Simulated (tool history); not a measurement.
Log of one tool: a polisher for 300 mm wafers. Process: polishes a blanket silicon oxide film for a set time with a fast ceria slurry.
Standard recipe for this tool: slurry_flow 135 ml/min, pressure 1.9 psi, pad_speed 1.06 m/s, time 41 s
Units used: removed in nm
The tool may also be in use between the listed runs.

run    hour  slurry_flow  pressure  pad_speed  time  wafers since the last listed run  wafers polished on this pad  hours since the slurry nozzle was cleaned  hours since the head pressure was calibrated  incoming thickness of the incoming film, nm  removed
  1     0.0          135       1.9       1.06    50                                 0                         5196                                       21.6                                         811.8                                       3298.6    500.8
  2    39.6          135       1.9       1.06    41                               462                         5659                                       61.2                                         851.4                                       3236.3    417.7
       59.2  -- head pressure recalibrated
  3   105.7          160       1.9       1.06    41                               748                         6407                                      127.3                                          46.5                                       3259.8    424.3
  4   204.8          160       1.9       1.06    41                              1156                         7564                                      226.4                                         145.6                                       3315.2    438.6
  5   267.5          160       1.9       1.06    41                               731                         8296                                      289.1                                         208.3                                       3228.2    428.5
      376.0  -- worn pad replaced by a new one
  6   376.5          135       1.9       1.06    41                              1225                            6                                      398.1                                         317.3                                       3263.0    413.3
  7   426.1          135       1.9       1.06    51                               578                          585                                      447.7                                         366.9                                       3225.3    521.0
  8   519.4          135       1.9       1.06    51                              1089                         1674                                      541.0                                         460.2                                       3264.6    514.6
  9   573.4          135       1.9       1.06    47                               630                         2304                                      595.0                                         514.2                                       3296.0    479.0
 10   613.3          170       1.9       1.06    41                               465                         2770                                      634.9                                         554.1                                       3270.8    433.8
 11   718.5          135       1.9       1.06    41                              1227                         3998                                      740.1                                         659.3                                       3211.0    418.5
 12   825.2          135       1.9       1.06    41                              1245                         5243                                      846.8                                         766.0                                       3230.2    421.7
      839.9  -- slurry nozzle cleaned
      894.2  -- head pressure recalibrated
 13   909.8          135       1.9       1.06    41                               952                         6196                                       69.9                                          15.6                                       3243.9    416.9
 14  1013.6          100       1.5       1.06    37                              1211                         7407                                      173.7                                         119.4                                       3245.4    278.1
     1320.3  -- worn pad replaced by a new one
 15  1334.7          135       1.3       1.06    50                              3701                          167                                      494.8                                         440.5                                       3259.1    351.3
 16  1407.4          135       1.9       1.26    41                               848                         1016                                      567.5                                         513.2                                       3235.9    479.0
 17  1499.8          135       1.4       1.06    41                              1078                         2094                                      659.9                                         605.6                                       3271.8    309.3
 18  1570.2          135       1.4       0.72    28                               821                         2916                                      730.3                                         676.0                                       3214.9    149.0
 19  1612.4          150       2.4       0.90    41                               492                         3409                                      772.5                                         718.2                                       3273.6    465.9
     1621.3  -- slurry nozzle cleaned
 20  1694.2          135       1.7       1.30    41                               943                         4352                                       72.9                                         800.0                                       3210.4    440.0
 21  1745.2          155       1.3       1.06    54                               595                         4947                                      123.9                                         851.0                                       3214.2    379.5
 22  1788.2          135       1.9       1.22    50                               501                         5449                                      166.9                                         894.0                                       3277.8    574.3
     1804.8  -- head pressure recalibrated
 23  1874.3          135       1.9       1.06    41                               981                         6431                                      253.0                                          69.5                                       3272.5    423.5
 24  2105.3          135       2.3       1.06    41                              2696                         9127                                      484.0                                         300.5                                       3267.7    494.5
 25  2154.9          135       1.9       1.06    41                               578                         9706                                      533.6                                         350.1                                       3301.0    416.7
     2161.5  -- worn pad replaced by a new one
 26  2225.6          135       2.3       1.18    41                               778                          748                                      604.3                                         420.8                                       3236.7    550.0
 27  2294.8          135       1.6       1.06    36                               807                         1556                                      673.5                                         490.0                                       3224.4    311.3
 28  2386.2          135       1.9       1.06    41                              1066                         2623                                      764.9                                         581.4                                       3180.5    421.4
 29  2442.0          135       1.9       1.18    41                               651                         3274                                      820.7                                         637.2                                       3205.1    458.6
     2465.1  -- slurry nozzle cleaned
 30  2507.6          165       1.9       1.06    41                               754                         4028                                       42.5                                         702.8                                       3270.4    429.1
 31  2562.8          135       1.9       1.42    41                               644                         4673                                       97.7                                         758.0                                       3300.8    543.3
     2703.8  -- head pressure recalibrated
 32  2816.3          135       1.9       1.06    41                              2935                         7608                                      351.2                                         112.5                                       3280.1    414.6
 33  2855.8          170       1.9       0.68    41                               461                         8070                                      390.7                                         152.0                                       3248.5    294.3
 34  2915.5           95       1.9       1.06    41                               696                         8766                                      450.4                                         211.7                                       3227.9    377.1
     2971.5  -- worn pad replaced by a new one
 35  2990.9          135       1.6       1.20    41                               833                          226                                      525.8                                         287.1                                       3273.7    391.3
 36  3039.8          135       1.9       1.06    29                               570                          796                                      574.7                                         336.0                                       3230.4    289.0
 37  3093.3          135       1.9       1.06    41                               624                         1421                                      628.2                                         389.5                                       3247.2    405.5

What if the next run were any one of these 4? Each begins from the tool's condition after run 37:
  A  3093.7          135       1.3       1.06    41                                 4                         1426                                      628.6                                         389.9                                       3248.8        ?
  B  3093.7          135       1.5       1.06    41                                 4                         1426                                      628.6                                         389.9                                       3248.8        ?
  C  3093.7          135       1.6       1.06    41                                 4                         1426                                      628.6                                         389.9                                       3248.8        ?
  D  3093.7          180       1.9       0.96    41                                 4                         1426                                      628.6                                         389.9                                       3248.8        ?

run  removed
  A    284.2
  B    328.0
  C    349.8
  D    401.8
What these runs would have given with no unlogged condition in the tool:
run  removed
  A    284.2
  B    328.0
  C    349.8
  D    401.8
